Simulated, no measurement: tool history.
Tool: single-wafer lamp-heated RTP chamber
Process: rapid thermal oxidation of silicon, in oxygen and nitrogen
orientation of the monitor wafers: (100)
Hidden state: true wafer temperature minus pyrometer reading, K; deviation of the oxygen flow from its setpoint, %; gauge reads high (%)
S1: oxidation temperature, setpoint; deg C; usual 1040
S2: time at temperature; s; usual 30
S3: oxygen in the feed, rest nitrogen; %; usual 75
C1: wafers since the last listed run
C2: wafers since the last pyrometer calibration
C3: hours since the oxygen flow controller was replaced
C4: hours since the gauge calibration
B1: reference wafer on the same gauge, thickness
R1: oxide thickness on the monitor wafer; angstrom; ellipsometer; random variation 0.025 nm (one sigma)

run	day	S1	S2	S3	C1	C2	C3	C4	B1	R1
1	0	1040	30	75	0	570	1759.9	709.6	4.87	52.74
2	2.888	1040	30	75	398	969	1829.2	778.9	4.871	52.42
3	4.65	1040	30	75	243	1212	1871.5	821.2	4.867	52.26
4	7.012	1040	30	75	326	1539	1928.2	877.9	4.871	51.83
5	9.475	1040	30	90	340	1879	1987.3	937	4.88	56.13
# day 9.896: pyrometer window cleaned and pyrometer calibrated
# day 9.95: gauge calibrated
6	11.021	1040	30	90	167	155	2024.4	25.7	4.863	55.47
7	12.45	1040	30	90	197	352	2058.7	60	4.872	55.6
8	14.408	1040	30	75	270	622	2105.7	107	4.874	52.6
9	16.45	1040	30	75	281	904	2154.7	156	4.871	52.32
10	18.004	1040	30	75	214	1119	2192	193.3	4.868	52.16
11	19.896	1040	30	75	261	1380	2237.4	238.7	4.874	52.82
12	21.8	1040	30	75	262	1643	2283.1	284.4	4.873	52.61
13	23.275	1040	30	75	203	1847	2318.5	319.8	4.872	52.13
14	25.804	1020	30	75	349	2196	2379.2	380.5	4.875	45.69
# day 26.271: pyrometer window cleaned and pyrometer calibrated
15	27.275	1040	41	84	157	138	2414.5	415.8	4.877	63.08
16	29.154	1040	41	84	259	398	2459.6	460.9	4.872	62.32
17	30.621	1040	30	75	202	600	2494.8	496.1	4.873	52.32
18	31.796	1040	30	75	162	762	2523	524.3	4.868	52.64
19	33.867	1065	34	57	285	1048	2572.7	574	4.87	59.47
# day 41.479: pyrometer window cleaned and pyrometer calibrated
20	41.542	1040	30	75	1013	8	2756.9	758.2	4.874	52.34
21	42.846	1062	41	62	180	188	2788.2	789.5	4.872	65.54
22	45.333	1028	30	98	343	532	2847.9	849.2	4.868	53.3
23	46.379	1058	26	66	144	676	2873	874.3	4.87	53.47
24	49.367	1040	30	75	412	1089	2944.7	946	4.866	52.97
25	50.758	1020	26	75	192	1281	2978.1	979.4	4.874	43.12
26	52.321	1032	30	67	215	1497	3015.6	1016.9	4.864	47.84
27	54.475	1040	30	98	297	1794	3067.3	1068.6	4.871	57.9
# day 55.621: pyrometer window cleaned and pyrometer calibrated
28	56.692	1066	30	75	260	147	3120.5	1121.8	4.87	62.54
# day 56.967: gauge calibrated
# day 58.7: oxygen flow controller replaced
29	59.046	1011	30	75	279	426	8.3	49.9	4.871	43.46
30	62.012	1056	30	58	409	836	79.5	121.1	4.869	53.23
31	64.721	1026	30	75	373	1210	144.5	186.1	4.866	47.52
32	66.046	1028	25	46	182	1393	176.3	217.9	4.868	38.26
33	67.796	1040	30	75	241	1635	218.3	259.9	4.87	52.38
# day 72.271: pyrometer window cleaned and pyrometer calibrated
34	75.296	1017	30	75	989	417	398.3	439.9	4.877	44.67

4 ways to go on from here, each from the tool as it stands after run 34. What would each give?
A	75.317	1040	30	75	2	420	398.8	440.4	?	?
B	75.317	1040	30	62	2	420	398.8	440.4	?	?
C	75.317	1048	20	50	2	420	398.8	440.4	?	?
D	75.317	1020	21	94	2	420	398.8	440.4	?	?

run	B1	R1
A	4.869	52.18
B	4.869	48.89
C	4.869	40.75
D	4.869	42.49
Without the tool's hidden state the same runs would have given:
run	R1
A	52.18
B	48.89
C	40.75
D	42.49

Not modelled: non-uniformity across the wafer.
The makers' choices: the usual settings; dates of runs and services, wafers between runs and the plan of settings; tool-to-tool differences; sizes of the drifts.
